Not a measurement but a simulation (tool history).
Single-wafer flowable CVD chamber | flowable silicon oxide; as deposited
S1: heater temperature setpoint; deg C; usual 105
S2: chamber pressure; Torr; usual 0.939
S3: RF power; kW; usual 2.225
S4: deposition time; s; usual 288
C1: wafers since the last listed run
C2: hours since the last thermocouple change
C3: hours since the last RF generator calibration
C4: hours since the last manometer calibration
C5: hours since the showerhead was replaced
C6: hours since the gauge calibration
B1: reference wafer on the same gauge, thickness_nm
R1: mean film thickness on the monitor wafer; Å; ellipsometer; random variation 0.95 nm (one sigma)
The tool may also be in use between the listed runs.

Run 1, hour 0: usual settings but S3 2.47 kW; C1 0; C2 1134.9; C3 2368.8; C4 1993.5; C5 5283.6; C6 163.1; B1 134.659. Result: R1 1379.75 Å.
Run 2, hour 32.4: usual settings; C1 160; C2 1167.3; C3 2401.2; C4 2025.9; C5 5316; C6 195.5; B1 135.081. Result: R1 1359.09 Å.
Run 3, hour 56.1: usual settings; C1 117; C2 1191; C3 2424.9; C4 2049.6; C5 5339.7; C6 219.2; B1 134.959. Result: R1 1361.58 Å.
Run 4, hour 73: usual settings; C1 83; C2 1207.9; C3 2441.8; C4 2066.5; C5 5356.6; C6 236.1; B1 134.968. Result: R1 1359.99 Å.
At hour 151.5: showerhead replaced.
Run 5, hour 168.3: usual settings but S1 110 deg C, S3 2.46 kW; C1 432; C2 1303.2; C3 2537.1; C4 2161.8; C5 16.8; C6 331.4; B1 135.244. Result: R1 1185.26 Å.
At hour 171.9: gauge calibrated.
Run 6, hour 196.4: usual settings; C1 139; C2 1331.3; C3 2565.2; C4 2189.9; C5 44.9; C6 24.5; B1 135.053. Result: R1 1367.91 Å.
Run 7, hour 226.6: usual settings; C1 149; C2 1361.5; C3 2595.4; C4 2220.1; C5 75.1; C6 54.7; B1 134.812. Result: R1 1349.49 Å.
Run 8, hour 246.8: usual settings but S4 250 s; C1 100; C2 1381.7; C3 2615.6; C4 2240.3; C5 95.3; C6 74.9; B1 135.018. Result: R1 1175.87 Å.
Run 9, hour 264.8: usual settings but S4 250 s; C1 89; C2 1399.7; C3 2633.6; C4 2258.3; C5 113.3; C6 92.9; B1 135.181. Result: R1 1183.96 Å.
Run 10, hour 278.4: usual settings; C1 67; C2 1413.3; C3 2647.2; C4 2271.9; C5 126.9; C6 106.5; B1 134.788. Result: R1 1354.74 Å.
At hour 290.1: capacitance manometer re-zeroed and calibrated.
Run 11, hour 300.3: usual settings but S2 1.152 Torr, S4 308 s; C1 68; C2 1435.2; C3 2669.1; C4 10.2; C5 148.8; C6 128.4; B1 135.099. Result: R1 1759.37 Å.
Run 12, hour 320.6: usual settings but S3 2.65 kW; C1 100; C2 1455.5; C3 2689.4; C4 30.5; C5 169.1; C6 148.7; B1 135.059. Result: R1 1361.86 Å.
At hour 329.6: RF generator calibrated.
Run 13, hour 335.7: usual settings but S3 2.525 kW; C1 35; C2 1470.6; C3 6.1; C4 45.6; C5 184.2; C6 163.8; B1 134.843. Result: R1 1374.72 Å.
At hour 352.1: thermocouple changed; heater temperature recalibrated.
Run 14, hour 366.3: usual settings but S4 250 s; C1 112; C2 14.2; C3 36.7; C4 76.2; C5 214.8; C6 194.4; B1 134.874. Result: R1 1415 Å.
Run 15, hour 390.4: usual settings but S1 92 deg C, S2 0.768 Torr, S3 2.59 kW, S4 304 s; C1 119; C2 38.3; C3 60.8; C4 100.3; C5 238.9; C6 218.5; B1 135.117. Result: R1 2101.2 Å.
Run 16, hour 402.7: usual settings but S1 118 deg C, S2 0.739 Torr, S3 2.03 kW, S4 257 s; C1 61; C2 50.6; C3 73.1; C4 112.6; C5 251.2; C6 230.8; B1 135.095. Result: R1 763.09 Å.
At hour 427.6: gauge calibrated.
Run 17, hour 436.9: usual settings but S1 119 deg C, S2 0.802 Torr, S4 307 s; C1 169; C2 84.8; C3 107.3; C4 146.8; C5 285.4; C6 9.3; B1 134.864. Result: R1 960.9 Å.
Run 18, hour 455.8: usual settings but S2 0.843 Torr; C1 93; C2 103.7; C3 126.2; C4 165.7; C5 304.3; C6 28.2; B1 134.918. Result: R1 1396.96 Å.
Run 19, hour 480.1: usual settings but S2 0.872 Torr, S4 322 s; C1 120; C2 128; C3 150.5; C4 190; C5 328.6; C6 52.5; B1 134.962. Result: R1 1601.9 Å.

Some steps in R1 between neighbouring runs. How much of each would the tool show without its hidden state too (settings, what came in, random variation), and how much is left for the hidden state, with any gauge scatter that isn't in both results?
The hidden state here: wafer temperature above the value expected at the setpoint (K); delivered RF power above the setpoint (%); true pressure above the setpoint (%); gauge reads high (%).
Run 13 -> 14: S3 2.525 -> 2.225, S4 288 -> 250, thermocouple changed; heater temperature recalibrated. R1 +40.28 Å: hidden state +268.88, all else -228.6.
Run 15 -> 16: S1 92 -> 118, S2 0.768 -> 0.739, S3 2.59 -> 2.03, S4 304 -> 257. R1 -1338.11 Å: hidden state +11.12, all else -1349.23.
